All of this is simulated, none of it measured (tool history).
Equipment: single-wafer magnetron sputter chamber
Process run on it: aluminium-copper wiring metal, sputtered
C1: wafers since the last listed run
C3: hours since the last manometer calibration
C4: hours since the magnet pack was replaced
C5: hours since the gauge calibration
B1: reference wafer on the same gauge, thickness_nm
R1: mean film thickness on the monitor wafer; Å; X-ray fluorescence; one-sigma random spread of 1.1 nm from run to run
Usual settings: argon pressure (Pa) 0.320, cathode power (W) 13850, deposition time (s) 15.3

{"run": 1, "hour": 0.0, "argon pressure (Pa)": 0.32, "cathode power (W)": 13850, "deposition time (s)": 16.8, "C1": 0, "wafers on the sputter target": 2300, "C3": 1439.7, "C4": 8708.4, "C5": 443.3, "B1": 391.128, "R1": 3864.75}
{"run": 2, "hour": 43.4, "argon pressure (Pa)": 0.32, "cathode power (W)": 13850, "deposition time (s)": 16.8, "C1": 803, "wafers on the sputter target": 3104, "C3": 1483.1, "C4": 8751.8, "C5": 486.7, "B1": 390.943, "R1": 3865.1}
{"run": 3, "hour": 52.1, "argon pressure (Pa)": 0.32, "cathode power (W)": 13850, "deposition time (s)": 15.3, "C1": 161, "wafers on the sputter target": 3265, "C3": 1491.8, "C4": 8760.5, "C5": 495.4, "B1": 390.996, "R1": 3521.77}
{"run": 4, "hour": 79.7, "argon pressure (Pa)": 0.32, "cathode power (W)": 13850, "deposition time (s)": 15.3, "C1": 511, "wafers on the sputter target": 3776, "C3": 1519.4, "C4": 8788.1, "C5": 523.0, "B1": 391.5, "R1": 3519.96}
{"run": 5, "hour": 92.6, "argon pressure (Pa)": 0.32, "cathode power (W)": 13850, "deposition time (s)": 15.3, "C1": 238, "wafers on the sputter target": 4015, "C3": 1532.3, "C4": 8801.0, "C5": 535.9, "B1": 390.856, "R1": 3495.6}
{"run": 6, "hour": 108.5, "argon pressure (Pa)": 0.32, "cathode power (W)": 13850, "deposition time (s)": 15.3, "C1": 294, "wafers on the sputter target": 4309, "C3": 1548.2, "C4": 8816.9, "C5": 551.8, "B1": 390.903, "R1": 3511.11}
{"run": 7, "hour": 122.3, "argon pressure (Pa)": 0.32, "cathode power (W)": 15300, "deposition time (s)": 15.3, "C1": 255, "wafers on the sputter target": 4565, "C3": 1562.0, "C4": 8830.7, "C5": 565.6, "B1": 390.955, "R1": 3871.11}
{"hour": 131.4, "done": "gauge calibrated"}
{"hour": 145.9, "done": "sputter target and shields replaced"}
{"run": 8, "hour": 146.4, "argon pressure (Pa)": 0.32, "cathode power (W)": 15300, "deposition time (s)": 15.3, "C1": 298, "wafers on the sputter target": 9, "C3": 1586.1, "C4": 8854.8, "C5": 15.0, "B1": 391.498, "R1": 3926.53}
{"run": 9, "hour": 155.8, "argon pressure (Pa)": 0.32, "cathode power (W)": 15300, "deposition time (s)": 15.3, "C1": 174, "wafers on the sputter target": 183, "C3": 1595.5, "C4": 8864.2, "C5": 24.4, "B1": 391.009, "R1": 3900.77}
{"run": 10, "hour": 172.8, "argon pressure (Pa)": 0.376, "cathode power (W)": 13850, "deposition time (s)": 15.3, "C1": 314, "wafers on the sputter target": 498, "C3": 1612.5, "C4": 8881.2, "C5": 41.4, "B1": 391.246, "R1": 3373.95}
{"run": 11, "hour": 187.5, "argon pressure (Pa)": 0.32, "cathode power (W)": 13850, "deposition time (s)": 15.3, "C1": 272, "wafers on the sputter target": 770, "C3": 1627.2, "C4": 8895.9, "C5": 56.1, "B1": 391.071, "R1": 3515.97}
{"hour": 207.7, "done": "capacitance manometer re-zeroed and calibrated"}
{"run": 12, "hour": 208.2, "argon pressure (Pa)": 0.32, "cathode power (W)": 13850, "deposition time (s)": 15.3, "C1": 235, "wafers on the sputter target": 1005, "C3": 0.5, "C4": 8916.6, "C5": 76.8, "B1": 391.13, "R1": 3663.92}
{"run": 13, "hour": 211.0, "argon pressure (Pa)": 0.32, "cathode power (W)": 13850, "deposition time (s)": 15.3, "C1": 51, "wafers on the sputter target": 1057, "C3": 3.3, "C4": 8919.4, "C5": 79.6, "B1": 391.354, "R1": 3652.7}
{"run": 14, "hour": 217.8, "argon pressure (Pa)": 0.32, "cathode power (W)": 13850, "deposition time (s)": 15.3, "C1": 125, "wafers on the sputter target": 1183, "C3": 10.1, "C4": 8926.2, "C5": 86.4, "B1": 390.702, "R1": 3659.51}
{"run": 15, "hour": 224.5, "argon pressure (Pa)": 0.207, "cathode power (W)": 11100, "deposition time (s)": 12.9, "C1": 124, "wafers on the sputter target": 1307, "C3": 16.8, "C4": 8932.9, "C5": 93.1, "B1": 390.857, "R1": 2679.52}
{"run": 16, "hour": 232.6, "argon pressure (Pa)": 0.32, "cathode power (W)": 13850, "deposition time (s)": 12.6, "C1": 149, "wafers on the sputter target": 1457, "C3": 24.9, "C4": 8941.0, "C5": 101.2, "B1": 390.708, "R1": 2994.26}
{"run": 17, "hour": 242.2, "argon pressure (Pa)": 0.32, "cathode power (W)": 15950, "deposition time (s)": 13.9, "C1": 177, "wafers on the sputter target": 1635, "C3": 34.5, "C4": 8950.6, "C5": 110.8, "B1": 391.108, "R1": 3817.8}
{"hour": 257.0, "done": "magnet pack replaced"}
{"run": 18, "hour": 258.0, "argon pressure (Pa)": 0.32, "cathode power (W)": 13850, "deposition time (s)": 15.3, "C1": 144, "wafers on the sputter target": 1779, "C3": 50.3, "C4": 1.0, "C5": 126.6, "B1": 391.248, "R1": 3624.26}
{"run": 19, "hour": 303.3, "argon pressure (Pa)": 0.32, "cathode power (W)": 12350, "deposition time (s)": 16.6, "C1": 838, "wafers on the sputter target": 2618, "C3": 95.6, "C4": 46.3, "C5": 171.9, "B1": 391.051, "R1": 3499.03}
{"run": 20, "hour": 316.6, "argon pressure (Pa)": 0.32, "cathode power (W)": 13850, "deposition time (s)": 16.8, "C1": 246, "wafers on the sputter target": 2864, "C3": 108.9, "C4": 59.6, "C5": 185.2, "B1": 390.933, "R1": 3956.36}
{"run": 21, "hour": 331.9, "argon pressure (Pa)": 0.207, "cathode power (W)": 12100, "deposition time (s)": 13.6, "C1": 283, "wafers on the sputter target": 3147, "C3": 124.2, "C4": 74.9, "C5": 200.5, "B1": 391.252, "R1": 3056.02}
{"run": 22, "hour": 370.6, "argon pressure (Pa)": 0.205, "cathode power (W)": 13850, "deposition time (s)": 15.3, "C1": 716, "wafers on the sputter target": 3864, "C3": 162.9, "C4": 113.6, "C5": 239.2, "B1": 390.51, "R1": 3928.69}
{"run": 23, "hour": 387.6, "argon pressure (Pa)": 0.32, "cathode power (W)": 10700, "deposition time (s)": 13.6, "C1": 314, "wafers on the sputter target": 4179, "C3": 179.9, "C4": 130.6, "C5": 256.2, "B1": 391.016, "R1": 2456.11}
{"run": 24, "hour": 399.9, "argon pressure (Pa)": 0.32, "cathode power (W)": 15850, "deposition time (s)": 16.8, "C1": 227, "wafers on the sputter target": 4407, "C3": 192.2, "C4": 142.9, "C5": 268.5, "B1": 391.053, "R1": 4476.39}
{"hour": 414.0, "done": "sputter target and shields replaced"}
{"run": 25, "hour": 414.5, "argon pressure (Pa)": 0.222, "cathode power (W)": 11550, "deposition time (s)": 13.8, "C1": 122, "wafers on the sputter target": 9, "C3": 206.8, "C4": 157.5, "C5": 283.1, "B1": 390.749, "R1": 2930.82}
{"run": 26, "hour": 423.7, "argon pressure (Pa)": 0.444, "cathode power (W)": 12000, "deposition time (s)": 15.3, "C1": 170, "wafers on the sputter target": 180, "C3": 216.0, "C4": 166.7, "C5": 292.3, "B1": 390.916, "R1": 2831.57}
{"run": 27, "hour": 432.6, "argon pressure (Pa)": 0.355, "cathode power (W)": 12950, "deposition time (s)": 18.3, "C1": 164, "wafers on the sputter target": 344, "C3": 224.9, "C4": 175.6, "C5": 301.2, "B1": 391.332, "R1": 3940.93}
{"run": 28, "hour": 450.1, "argon pressure (Pa)": 0.32, "cathode power (W)": 15850, "deposition time (s)": 15.3, "C1": 324, "wafers on the sputter target": 668, "C3": 242.4, "C4": 193.1, "C5": 318.7, "B1": 391.213, "R1": 4129.02}
{"run": 29, "hour": 464.1, "argon pressure (Pa)": 0.354, "cathode power (W)": 12150, "deposition time (s)": 13.4, "C1": 259, "wafers on the sputter target": 928, "C3": 256.4, "C4": 207.1, "C5": 332.7, "B1": 390.991, "R1": 2706.67}
{"run": 30, "hour": 477.0, "argon pressure (Pa)": 0.32, "cathode power (W)": 13850, "deposition time (s)": 15.3, "C1": 238, "wafers on the sputter target": 1167, "C3": 269.3, "C4": 220.0, "C5": 345.6, "B1": 391.059, "R1": 3617.85}
{"run": 31, "hour": 494.2, "argon pressure (Pa)": 0.32, "cathode power (W)": 13850, "deposition time (s)": 17.3, "C1": 318, "wafers on the sputter target": 1485, "C3": 286.5, "C4": 237.2, "C5": 362.8, "B1": 391.422, "R1": 4045.47}
{"run": 32, "hour": 504.6, "argon pressure (Pa)": 0.32, "cathode power (W)": 13850, "deposition time (s)": 12.6, "C1": 192, "wafers on the sputter target": 1678, "C3": 296.9, "C4": 247.6, "C5": 373.2, "B1": 391.312, "R1": 2971.99}
{"run": 33, "hour": 511.1, "argon pressure (Pa)": 0.274, "cathode power (W)": 16650, "deposition time (s)": 12.8, "C1": 120, "wafers on the sputter target": 1798, "C3": 303.4, "C4": 254.1, "C5": 379.7, "B1": 391.379, "R1": 3748.87}
{"run": 34, "hour": 553.8, "argon pressure (Pa)": 0.32, "cathode power (W)": 11900, "deposition time (s)": 14.3, "C1": 790, "wafers on the sputter target": 2589, "C3": 346.1, "C4": 296.8, "C5": 422.4, "B1": 390.875, "R1": 2882.93}

Alternative continuations, all from the tool just after run 34; predict every row:
{"run": "A", "hour": 554.2, "argon pressure (Pa)": 0.32, "cathode power (W)": 17250, "deposition time (s)": 15.3, "C1": 7, "wafers on the sputter target": 2596, "C3": 346.5, "C4": 297.2, "C5": 422.8, "B1": "?", "R1": "?"}
{"run": "B", "hour": 554.2, "argon pressure (Pa)": 0.368, "cathode power (W)": 10800, "deposition time (s)": 15.3, "C1": 7, "wafers on the sputter target": 2596, "C3": 346.5, "C4": 297.2, "C5": 422.8, "B1": "?", "R1": "?"}
{"run": "C", "hour": 554.2, "argon pressure (Pa)": 0.236, "cathode power (W)": 15350, "deposition time (s)": 12.5, "C1": 7, "wafers on the sputter target": 2596, "C3": 346.5, "C4": 297.2, "C5": 422.8, "B1": "?", "R1": "?"}
{"run": "D", "hour": 554.2, "argon pressure (Pa)": 0.199, "cathode power (W)": 13850, "deposition time (s)": 15.3, "C1": 7, "wafers on the sputter target": 2596, "C3": 346.5, "C4": 297.2, "C5": 422.8, "B1": "?", "R1": "?"}
{"run": "E", "hour": 554.2, "argon pressure (Pa)": 0.32, "cathode power (W)": 13850, "deposition time (s)": 14.4, "C1": 7, "wafers on the sputter target": 2596, "C3": 346.5, "C4": 297.2, "C5": 422.8, "B1": "?", "R1": "?"}

run=A B1=391.030 R1=4473.58
run=B B1=391.030 R1=2696.46
run=C B1=391.030 R1=3480.51
run=D B1=391.030 R1=3962.53
run=E B1=391.030 R1=3380.55
Had the tool no hidden state, the same runs would have come out as:
run=A R1=4572.29
run=B R1=2765.84
run=C R1=3534.18
run=D R1=4011.68
run=E R1=3455.14
